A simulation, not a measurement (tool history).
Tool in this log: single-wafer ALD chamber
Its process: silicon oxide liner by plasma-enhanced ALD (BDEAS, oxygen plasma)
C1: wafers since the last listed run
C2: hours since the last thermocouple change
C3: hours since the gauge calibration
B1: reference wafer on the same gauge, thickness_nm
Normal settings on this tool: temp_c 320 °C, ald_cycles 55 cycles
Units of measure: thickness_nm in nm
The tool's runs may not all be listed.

{"run": 1, "hour": 0.0, "temp_c": 314, "ald_cycles": 55, "C1": 0, "C2": 1667.2, "C3": 647.1, "B1": 4.507, "thickness_nm": 5.096}
{"run": 2, "hour": 66.4, "temp_c": 320, "ald_cycles": 55, "C1": 277, "C2": 1733.6, "C3": 713.5, "B1": 4.512, "thickness_nm": 5.038}
{"run": 3, "hour": 132.7, "temp_c": 320, "ald_cycles": 62, "C1": 276, "C2": 1799.9, "C3": 779.8, "B1": 4.51, "thickness_nm": 5.68}
{"run": 4, "hour": 159.1, "temp_c": 320, "ald_cycles": 62, "C1": 110, "C2": 1826.3, "C3": 806.2, "B1": 4.507, "thickness_nm": 5.712}
{"run": 5, "hour": 205.3, "temp_c": 320, "ald_cycles": 62, "C1": 193, "C2": 1872.5, "C3": 852.4, "B1": 4.509, "thickness_nm": 5.662}
{"run": 6, "hour": 239.2, "temp_c": 320, "ald_cycles": 55, "C1": 141, "C2": 1906.4, "C3": 886.3, "B1": 4.508, "thickness_nm": 5.039}
{"run": 7, "hour": 286.3, "temp_c": 313, "ald_cycles": 47, "C1": 196, "C2": 1953.5, "C3": 933.4, "B1": 4.512, "thickness_nm": 4.351}
{"run": 8, "hour": 346.6, "temp_c": 313, "ald_cycles": 47, "C1": 251, "C2": 2013.8, "C3": 993.7, "B1": 4.51, "thickness_nm": 4.349}
{"run": 9, "hour": 402.8, "temp_c": 313, "ald_cycles": 47, "C1": 234, "C2": 2070, "C3": 1049.9, "B1": 4.509, "thickness_nm": 4.343}
{"run": 10, "hour": 440.9, "temp_c": 320, "ald_cycles": 48, "C1": 159, "C2": 2108.1, "C3": 1088, "B1": 4.512, "thickness_nm": 4.391}
{"run": 11, "hour": 492.1, "temp_c": 320, "ald_cycles": 48, "C1": 213, "C2": 2159.3, "C3": 1139.2, "B1": 4.514, "thickness_nm": 4.381}
{"run": 12, "hour": 697.3, "temp_c": 320, "ald_cycles": 48, "C1": 857, "C2": 2364.5, "C3": 1344.4, "B1": 4.511, "thickness_nm": 4.399}
{"run": 13, "hour": 737.5, "temp_c": 320, "ald_cycles": 55, "C1": 167, "C2": 2404.7, "C3": 1384.6, "B1": 4.513, "thickness_nm": 5.049}
{"run": 14, "hour": 798.4, "temp_c": 320, "ald_cycles": 55, "C1": 254, "C2": 2465.6, "C3": 1445.5, "B1": 4.512, "thickness_nm": 5.04}
{"run": 15, "hour": 869.5, "temp_c": 320, "ald_cycles": 55, "C1": 297, "C2": 2536.7, "C3": 1516.6, "B1": 4.512, "thickness_nm": 5.023}
{"hour": 906.2, "done": "gauge calibrated"}
{"run": 16, "hour": 921.5, "temp_c": 320, "ald_cycles": 55, "C1": 217, "C2": 2588.7, "C3": 15.3, "B1": 4.512, "thickness_nm": 5.016}
{"run": 17, "hour": 982.0, "temp_c": 320, "ald_cycles": 55, "C1": 252, "C2": 2649.2, "C3": 75.8, "B1": 4.507, "thickness_nm": 5.05}
{"hour": 1005.0, "done": "thermocouple changed; heater temperature recalibrated"}
{"run": 18, "hour": 1007.5, "temp_c": 325, "ald_cycles": 57, "C1": 73, "C2": 2.5, "C3": 101.3, "B1": 4.513, "thickness_nm": 5.189}
{"run": 19, "hour": 1068.6, "temp_c": 325, "ald_cycles": 57, "C1": 255, "C2": 63.6, "C3": 162.4, "B1": 4.51, "thickness_nm": 5.184}
{"run": 20, "hour": 1099.9, "temp_c": 313, "ald_cycles": 55, "C1": 130, "C2": 94.9, "C3": 193.7, "B1": 4.513, "thickness_nm": 5.07}
{"run": 21, "hour": 1259.7, "temp_c": 313, "ald_cycles": 55, "C1": 667, "C2": 254.7, "C3": 353.5, "B1": 4.511, "thickness_nm": 5.067}
{"run": 22, "hour": 1297.5, "temp_c": 320, "ald_cycles": 55, "C1": 157, "C2": 292.5, "C3": 391.3, "B1": 4.511, "thickness_nm": 5.056}
{"run": 23, "hour": 1358.5, "temp_c": 330, "ald_cycles": 48, "C1": 254, "C2": 353.5, "C3": 452.3, "B1": 4.51, "thickness_nm": 4.339}
{"run": 24, "hour": 1425.1, "temp_c": 320, "ald_cycles": 55, "C1": 278, "C2": 420.1, "C3": 518.9, "B1": 4.508, "thickness_nm": 5.039}
{"run": 25, "hour": 1479.2, "temp_c": 331, "ald_cycles": 65, "C1": 226, "C2": 474.2, "C3": 573, "B1": 4.511, "thickness_nm": 5.849}
{"run": 26, "hour": 1538.2, "temp_c": 307, "ald_cycles": 52, "C1": 246, "C2": 533.2, "C3": 632, "B1": 4.511, "thickness_nm": 4.836}
{"run": 27, "hour": 1568.9, "temp_c": 328, "ald_cycles": 48, "C1": 128, "C2": 563.9, "C3": 662.7, "B1": 4.509, "thickness_nm": 4.332}
{"run": 28, "hour": 1598.8, "temp_c": 320, "ald_cycles": 55, "C1": 124, "C2": 593.8, "C3": 692.6, "B1": 4.511, "thickness_nm": 5.036}
{"run": 29, "hour": 1637.2, "temp_c": 324, "ald_cycles": 50, "C1": 160, "C2": 632.2, "C3": 731, "B1": 4.511, "thickness_nm": 4.562}
{"run": 30, "hour": 1698.0, "temp_c": 327, "ald_cycles": 63, "C1": 253, "C2": 693, "C3": 791.8, "B1": 4.512, "thickness_nm": 5.732}
{"run": 31, "hour": 1764.7, "temp_c": 311, "ald_cycles": 48, "C1": 278, "C2": 759.7, "C3": 858.5, "B1": 4.51, "thickness_nm": 4.427}
{"run": 32, "hour": 1807.1, "temp_c": 325, "ald_cycles": 57, "C1": 177, "C2": 802.1, "C3": 900.9, "B1": 4.506, "thickness_nm": 5.183}
{"run": 33, "hour": 1842.8, "temp_c": 311, "ald_cycles": 49, "C1": 149, "C2": 837.8, "C3": 936.6, "B1": 4.508, "thickness_nm": 4.553}
{"run": 34, "hour": 1885.8, "temp_c": 313, "ald_cycles": 51, "C1": 179, "C2": 880.8, "C3": 979.6, "B1": 4.51, "thickness_nm": 4.725}
{"run": 35, "hour": 1939.3, "temp_c": 320, "ald_cycles": 55, "C1": 223, "C2": 934.3, "C3": 1033.1, "B1": 4.511, "thickness_nm": 5.051}
{"run": 36, "hour": 2010.6, "temp_c": 310, "ald_cycles": 50, "C1": 297, "C2": 1005.6, "C3": 1104.4, "B1": 4.511, "thickness_nm": 4.626}
{"run": 37, "hour": 2053.3, "temp_c": 320, "ald_cycles": 55, "C1": 178, "C2": 1048.3, "C3": 1147.1, "B1": 4.507, "thickness_nm": 5.044}
{"run": 38, "hour": 2081.4, "temp_c": 335, "ald_cycles": 55, "C1": 117, "C2": 1076.4, "C3": 1175.2, "B1": 4.512, "thickness_nm": 4.948}
{"run": 39, "hour": 2110.4, "temp_c": 325, "ald_cycles": 62, "C1": 121, "C2": 1105.4, "C3": 1204.2, "B1": 4.509, "thickness_nm": 5.646}
{"run": 40, "hour": 2166.1, "temp_c": 331, "ald_cycles": 65, "C1": 232, "C2": 1161.1, "C3": 1259.9, "B1": 4.512, "thickness_nm": 5.862}
{"run": 41, "hour": 2200.2, "temp_c": 333, "ald_cycles": 63, "C1": 142, "C2": 1195.2, "C3": 1294, "B1": 4.511, "thickness_nm": 5.692}
{"run": 42, "hour": 2252.4, "temp_c": 326, "ald_cycles": 64, "C1": 218, "C2": 1247.4, "C3": 1346.2, "B1": 4.507, "thickness_nm": 5.841}
{"run": 43, "hour": 2320.6, "temp_c": 320, "ald_cycles": 45, "C1": 284, "C2": 1315.6, "C3": 1414.4, "B1": 4.507, "thickness_nm": 4.132}
{"run": 44, "hour": 2354.6, "temp_c": 329, "ald_cycles": 62, "C1": 142, "C2": 1349.6, "C3": 1448.4, "B1": 4.508, "thickness_nm": 5.614}
{"run": 45, "hour": 2401.3, "temp_c": 313, "ald_cycles": 60, "C1": 195, "C2": 1396.3, "C3": 1495.1, "B1": 4.511, "thickness_nm": 5.525}
{"hour": 2438.2, "done": "gauge calibrated"}
{"run": 46, "hour": 2464.0, "temp_c": 311, "ald_cycles": 50, "C1": 261, "C2": 1459, "C3": 25.8, "B1": 4.506, "thickness_nm": 4.654}
{"run": 47, "hour": 2496.8, "temp_c": 306, "ald_cycles": 62, "C1": 137, "C2": 1491.8, "C3": 58.6, "B1": 4.506, "thickness_nm": 5.785}

Run-by-run hidden state of the tool:
wafer temperature above the value expected at the setpoint (K): 0 in every run
gauge reads high (%): 0 in every run

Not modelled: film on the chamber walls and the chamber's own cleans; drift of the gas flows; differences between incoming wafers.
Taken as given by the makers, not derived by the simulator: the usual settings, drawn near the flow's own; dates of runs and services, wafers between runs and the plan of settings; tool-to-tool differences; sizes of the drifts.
